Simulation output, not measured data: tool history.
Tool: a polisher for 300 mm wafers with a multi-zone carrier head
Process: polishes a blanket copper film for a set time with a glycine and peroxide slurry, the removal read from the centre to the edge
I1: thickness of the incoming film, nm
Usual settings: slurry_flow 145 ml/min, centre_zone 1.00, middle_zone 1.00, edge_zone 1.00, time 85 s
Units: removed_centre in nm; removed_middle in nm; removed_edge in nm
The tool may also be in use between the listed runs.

run 1 day=0.000 | slurry_flow=145 centre_zone=1.00 middle_zone=1.00 edge_zone=1.00 time=85 | I1=2052.7 | removed_centre=376.1 removed_middle=381.3 removed_edge=384.3
run 2 day=0.612 | slurry_flow=145 centre_zone=1.00 middle_zone=1.00 edge_zone=1.00 time=85 | I1=2083.1 | removed_centre=377.1 removed_middle=380.5 removed_edge=385.2
run 3 day=1.167 | slurry_flow=145 centre_zone=1.07 middle_zone=1.00 edge_zone=1.00 time=85 | I1=2082.3 | removed_centre=400.6 removed_middle=383.9 removed_edge=384.7
run 4 day=1.783 | slurry_flow=145 centre_zone=1.00 middle_zone=1.00 edge_zone=1.00 time=85 | I1=2064.8 | removed_centre=368.3 removed_middle=376.8 removed_edge=390.9
run 5 day=2.462 | slurry_flow=145 centre_zone=1.00 middle_zone=1.00 edge_zone=1.00 time=85 | I1=2057.5 | removed_centre=364.4 removed_middle=385.0 removed_edge=389.0
-- day=2.850 worn pad replaced by a new one
run 6 day=3.017 | slurry_flow=145 centre_zone=1.00 middle_zone=1.00 edge_zone=1.00 time=85 | I1=2088.5 | removed_centre=372.2 removed_middle=379.6 removed_edge=389.5
run 7 day=3.408 | slurry_flow=145 centre_zone=1.00 middle_zone=1.00 edge_zone=1.00 time=85 | I1=2085.2 | removed_centre=372.6 removed_middle=384.8 removed_edge=386.6
run 8 day=4.033 | slurry_flow=145 centre_zone=1.00 middle_zone=1.00 edge_zone=1.00 time=65 | I1=2084.8 | removed_centre=285.7 removed_middle=294.1 removed_edge=295.3
run 9 day=4.392 | slurry_flow=145 centre_zone=1.00 middle_zone=1.00 edge_zone=1.00 time=65 | I1=2055.5 | removed_centre=290.2 removed_middle=295.8 removed_edge=294.3
run 10 day=4.808 | slurry_flow=145 centre_zone=1.00 middle_zone=1.00 edge_zone=1.00 time=65 | I1=2088.0 | removed_centre=276.2 removed_middle=293.0 removed_edge=295.0
-- day=5.167 carrier head's membrane replaced by a new one
run 11 day=5.183 | slurry_flow=145 centre_zone=1.00 middle_zone=1.00 edge_zone=1.00 time=85 | I1=2076.8 | removed_centre=370.0 removed_middle=385.2 removed_edge=382.8
-- day=5.575 slurry nozzle cleaned
-- day=5.608 edge zone pressure recalibrated
run 12 day=5.629 | slurry_flow=175 centre_zone=1.00 middle_zone=1.00 edge_zone=1.00 time=85 | I1=2056.5 | removed_centre=424.5 removed_middle=424.7 removed_edge=411.1
run 13 day=6.067 | slurry_flow=145 centre_zone=1.00 middle_zone=1.00 edge_zone=1.00 time=85 | I1=2076.1 | removed_centre=416.0 removed_middle=415.6 removed_edge=408.4
-- day=6.504 worn pad replaced by a new one
run 14 day=6.804 | slurry_flow=145 centre_zone=1.00 middle_zone=1.00 edge_zone=0.89 time=72 | I1=2047.0 | removed_centre=349.6 removed_middle=350.6 removed_edge=334.2
run 15 day=7.225 | slurry_flow=145 centre_zone=1.10 middle_zone=0.91 edge_zone=0.91 time=85 | I1=2070.2 | removed_centre=436.5 removed_middle=397.8 removed_edge=389.1
run 16 day=7.671 | slurry_flow=180 centre_zone=1.08 middle_zone=1.00 edge_zone=1.06 time=56 | I1=2068.4 | removed_centre=296.2 removed_middle=273.8 removed_edge=281.8
-- day=8.525 centre zone pressure recalibrated
run 17 day=9.754 | slurry_flow=145 centre_zone=1.00 middle_zone=1.00 edge_zone=1.00 time=85 | I1=2038.9 | removed_centre=390.5 removed_middle=402.4 removed_edge=406.9
-- day=10.771 worn pad replaced by a new one
run 18 day=11.150 | slurry_flow=145 centre_zone=1.00 middle_zone=1.00 edge_zone=0.96 time=85 | I1=2031.6 | removed_centre=395.0 removed_middle=402.9 removed_edge=394.2
run 19 day=11.792 | slurry_flow=145 centre_zone=1.00 middle_zone=1.00 edge_zone=1.00 time=85 | I1=2025.0 | removed_centre=391.2 removed_middle=401.6 removed_edge=401.2
run 20 day=12.383 | slurry_flow=145 centre_zone=1.00 middle_zone=1.00 edge_zone=1.00 time=65 | I1=2033.2 | removed_centre=296.0 removed_middle=304.0 removed_edge=300.0
run 21 day=12.858 | slurry_flow=105 centre_zone=1.00 middle_zone=1.10 edge_zone=0.95 time=85 | I1=2058.7 | removed_centre=366.6 removed_middle=392.1 removed_edge=365.7
run 22 day=13.396 | slurry_flow=145 centre_zone=1.00 middle_zone=1.00 edge_zone=1.07 time=85 | I1=2051.5 | removed_centre=384.6 removed_middle=393.7 removed_edge=411.9
run 23 day=13.879 | slurry_flow=145 centre_zone=0.91 middle_zone=0.90 edge_zone=0.90 time=85 | I1=2032.6 | removed_centre=359.6 removed_middle=378.6 removed_edge=386.7

3 ways to go on from here, each from the tool as it stands after run 23. What would each give?
run A day=13.896 | slurry_flow=145 centre_zone=1.00 middle_zone=1.00 edge_zone=1.00 time=85 | I1=2077.2 | removed_centre=? removed_middle=? removed_edge=?
run B day=13.896 | slurry_flow=165 centre_zone=1.07 middle_zone=0.90 edge_zone=1.00 time=85 | I1=2077.2 | removed_centre=? removed_middle=? removed_edge=?
run C day=13.896 | slurry_flow=145 centre_zone=1.00 middle_zone=1.00 edge_zone=0.96 time=74 | I1=2077.2 | removed_centre=? removed_middle=? removed_edge=?

run=A removed_centre=388.0 removed_middle=397.9 removed_edge=402.2
run=B removed_centre=426.4 removed_middle=388.4 removed_edge=409.0
run=C removed_centre=337.8 removed_middle=346.5 removed_edge=345.9
Without the tool's hidden state the same runs would have given:
run=A removed_centre=409.5 removed_middle=417.3 removed_edge=415.9
run=B removed_centre=447.7 removed_middle=405.6 removed_edge=421.9
run=C removed_centre=356.5 removed_middle=363.3 removed_edge=357.7

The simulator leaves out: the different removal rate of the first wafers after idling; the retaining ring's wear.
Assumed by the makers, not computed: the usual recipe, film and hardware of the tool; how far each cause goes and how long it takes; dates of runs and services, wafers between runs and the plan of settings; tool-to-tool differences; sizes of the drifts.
